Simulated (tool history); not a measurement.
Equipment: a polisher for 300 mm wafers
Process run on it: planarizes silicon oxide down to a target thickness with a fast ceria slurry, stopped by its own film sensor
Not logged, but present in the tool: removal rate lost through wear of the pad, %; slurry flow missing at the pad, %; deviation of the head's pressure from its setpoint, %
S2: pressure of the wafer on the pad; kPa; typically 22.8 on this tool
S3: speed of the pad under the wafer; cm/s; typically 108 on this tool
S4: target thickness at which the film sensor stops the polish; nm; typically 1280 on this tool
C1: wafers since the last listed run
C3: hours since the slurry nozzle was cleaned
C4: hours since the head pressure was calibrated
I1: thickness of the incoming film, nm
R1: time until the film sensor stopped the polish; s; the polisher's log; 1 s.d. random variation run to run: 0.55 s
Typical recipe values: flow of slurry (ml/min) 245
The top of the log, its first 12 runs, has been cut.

Run 13, hour 325.9: usual settings but flow of slurry (ml/min) 310; C1 221; wafers polished on this pad 1480; C3 255.6; C4 1013.1; I1 2037.2. Result: R1 36.8 s.
At hour 338.0: worn pad replaced by a new one.
Run 14, hour 353.2: usual settings but flow of slurry (ml/min) 310; C1 179; wafers polished on this pad 117; C3 282.9; C4 1040.4; I1 2032.3. Result: R1 33.9 s.
Run 15, hour 386.2: usual settings; C1 254; wafers polished on this pad 371; C3 315.9; C4 1073.4; I1 2037.6. Result: R1 34.7 s.
Run 16, hour 417.6: usual settings but flow of slurry (ml/min) 315, S2 17.9 kPa; C1 242; wafers polished on this pad 614; C3 347.3; C4 1104.8; I1 2038.1. Result: R1 44.6 s.
Run 17, hour 431.9: usual settings but flow of slurry (ml/min) 315, S4 1535 nm; C1 110; wafers polished on this pad 724; C3 361.6; C4 1119.1; I1 1982.9. Result: R1 20.4 s.
At hour 438.7: head pressure recalibrated.
Run 18, hour 459.7: usual settings but S4 1418 nm; C1 199; wafers polished on this pad 923; C3 389.4; C4 21.0; I1 2033.7. Result: R1 29.6 s.
Run 19, hour 487.6: usual settings; C1 215; wafers polished on this pad 1139; C3 417.3; C4 48.9; I1 2014.1. Result: R1 35.2 s.
Run 20, hour 512.8: usual settings but flow of slurry (ml/min) 200, S3 96 cm/s, S4 1043 nm; C1 194; wafers polished on this pad 1333; C3 442.5; C4 74.1; I1 2061.2. Result: R1 57.3 s.
Run 21, hour 537.6: usual settings; C1 191; wafers polished on this pad 1525; C3 467.3; C4 98.9; I1 2012.4. Result: R1 37.2 s.
Run 22, hour 565.0: usual settings but S3 138 cm/s, S4 1380 nm; C1 211; wafers polished on this pad 1737; C3 494.7; C4 126.3; I1 2040.6. Result: R1 29.5 s.
At hour 574.0: slurry nozzle cleaned.
At hour 586.8: worn pad replaced by a new one.
Run 23, hour 598.8: usual settings but flow of slurry (ml/min) 200, S2 15.2 kPa, S3 94 cm/s, S4 1463 nm; C1 222; wafers polished on this pad 92; C3 24.8; C4 160.1; I1 2040.9. Result: R1 44.7 s.
Run 24, hour 630.8: usual settings but flow of slurry (ml/min) 290, S2 16.5 kPa; C1 247; wafers polished on this pad 339; C3 56.8; C4 192.1; I1 1996.6. Result: R1 45.4 s.
Run 25, hour 647.9: usual settings but S3 120 cm/s, S4 1483 nm; C1 132; wafers polished on this pad 471; C3 73.9; C4 209.2; I1 2026.8. Result: R1 23.2 s.
Run 26, hour 670.1: usual settings but flow of slurry (ml/min) 220, S2 18.6 kPa; C1 171; wafers polished on this pad 643; C3 96.1; C4 231.4; I1 1986.6. Result: R1 40.4 s.
Run 27, hour 682.9: usual settings but S3 84 cm/s; C1 98; wafers polished on this pad 742; C3 108.9; C4 244.2; I1 2004.5. Result: R1 40.4 s.
Run 28, hour 714.6: usual settings; C1 244; wafers polished on this pad 986; C3 140.6; C4 275.9; I1 2025.0. Result: R1 35.9 s.
Run 29, hour 728.3: usual settings; C1 105; wafers polished on this pad 1092; C3 154.3; C4 289.6; I1 2024.1. Result: R1 37.0 s.
Run 30, hour 755.6: usual settings but flow of slurry (ml/min) 270, S2 15.2 kPa, S3 98 cm/s, S4 1379 nm; C1 210; wafers polished on this pad 1303; C3 181.6; C4 316.9; I1 2022.4. Result: R1 50.6 s.
Run 31, hour 772.0: usual settings but flow of slurry (ml/min) 200, S3 96 cm/s, S4 1043 nm; C1 126; wafers polished on this pad 1430; C3 198.0; C4 333.3; I1 2042.6. Result: R1 56.0 s.
Run 32, hour 795.7: usual settings but S2 29.0 kPa; C1 183; wafers polished on this pad 1613; C3 221.7; C4 357.0; I1 2046.0. Result: R1 30.6 s.
At hour 821.0: worn pad replaced by a new one.
Run 33, hour 830.5: usual settings but S4 1159 nm; C1 237; wafers polished on this pad 73; C3 256.5; C4 391.8; I1 2038.1. Result: R1 39.7 s.
Run 34, hour 854.6: usual settings; C1 186; wafers polished on this pad 259; C3 280.6; C4 415.9; I1 1997.1. Result: R1 33.1 s.
Run 35, hour 881.7: usual settings but flow of slurry (ml/min) 290, S2 16.5 kPa; C1 209; wafers polished on this pad 468; C3 307.7; C4 443.0; I1 2015.9. Result: R1 47.8 s.
Run 36, hour 902.7: usual settings; C1 162; wafers polished on this pad 630; C3 328.7; C4 464.0; I1 1996.5. Result: R1 34.0 s.
Run 37, hour 917.2: usual settings but flow of slurry (ml/min) 180, S2 17.2 kPa, S3 126 cm/s, S4 1463 nm; C1 111; wafers polished on this pad 742; C3 343.2; C4 478.5; I1 2032.5. Result: R1 32.8 s.

Each row is a separate what-if for the run after 37, all from the same tool condition, not one after another. Results?
Run A, hour 917.6: usual settings; C1 3; wafers polished on this pad 745; C3 343.6; C4 478.9; I1 2009.8. Result: R1 ?.
Run B, hour 917.6: usual settings but S2 16.5 kPa, S3 80 cm/s, S4 1413 nm; C1 3; wafers polished on this pad 745; C3 343.6; C4 478.9; I1 2009.8. Result: R1 ?.
Run C, hour 917.6: usual settings but S4 1377 nm; C1 3; wafers polished on this pad 745; C3 343.6; C4 478.9; I1 2009.8. Result: R1 ?.
Run D, hour 917.6: usual settings but S2 28.3 kPa, S3 122 cm/s, S4 1117 nm; C1 3; wafers polished on this pad 745; C3 343.6; C4 478.9; I1 2009.8. Result: R1 ?.

run    R1
  A  35.5
  B  49.1
  C  30.8
  D  32.0
Had the tool no hidden state, the same runs would have come out as:
run    R1
  A  34.3
  B  47.4
  C  29.7
  D  30.9
